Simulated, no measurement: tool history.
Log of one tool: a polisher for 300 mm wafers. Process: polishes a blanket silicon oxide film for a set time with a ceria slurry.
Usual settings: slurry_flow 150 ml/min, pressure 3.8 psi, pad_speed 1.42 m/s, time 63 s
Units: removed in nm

run   hour  slurry_flow  pressure  pad_speed  time  incoming thickness of the incoming film, nm  removed
  1      0          150       3.8       1.42    63                                       1349.3    559.9
      18.5  -- worn pad replaced by a new one
  2   28.2          150       3.8       1.42    63                                       1355.1    569.5
  3     44          150       3.8       1.42    63                                       1362.9    558.9
  4   60.9          150       3.8       1.42    63                                       1377.2      551
     116.7  -- worn pad replaced by a new one
  5  155.7          150       3.8       1.42    63                                       1372.9    548.5
  6  167.9          150       3.8       1.42    63                                       1386.8    553.7
  7  200.8          150       3.8       1.42    63                                       1383.9    551.3
     213.8  -- worn pad replaced by a new one
  8  229.9          150       3.8       1.42    63                                       1376.3      542
  9  261.9          150       3.8       1.42    63                                         1382    546.2
 10  279.7          170       5.1       1.42    63                                       1367.5    747.9
 11  307.1          150       2.7       1.24    72                                       1367.8    394.6
     325.6  -- worn pad replaced by a new one
 12  340.7          150       3.8       1.88    63                                       1349.8    732.9
     353.8  -- slurry nozzle cleaned
 13  364.5          175       3.1       0.92    63                                       1370.5    323.8
     373.3  -- head pressure recalibrated
 14  387.6          150       3.8       1.42    63                                       1355.1    584.9
 15  399.7          195       3.8       0.92    63                                       1350.8    392.9
       419  -- worn pad replaced by a new one
 16    431          150       4.5       1.02    52                                       1361.6    407.2
 17  465.7          150       4.6       1.42    50                                       1382.1    556.7
 18    493          150       3.8       1.42    63                                         1400    577.7
 19  507.8          150       3.8       1.42    63                                       1383.7    588.7

3 ways to go on from here, each from the tool as it stands after run 19. What would each give?
  A  508.2          150       3.8       1.24    63                                       1390.2        ?
  B  508.2          135       3.1       1.42    63                                       1390.2        ?
  C  508.2          110       3.8       1.42    63                                       1390.2        ?

run  removed
  A    496.7
  B      457
  C    543.1
Without the tool's hidden state the same runs would have given:
run  removed
  A      515
  B    474.9
  C    567.2
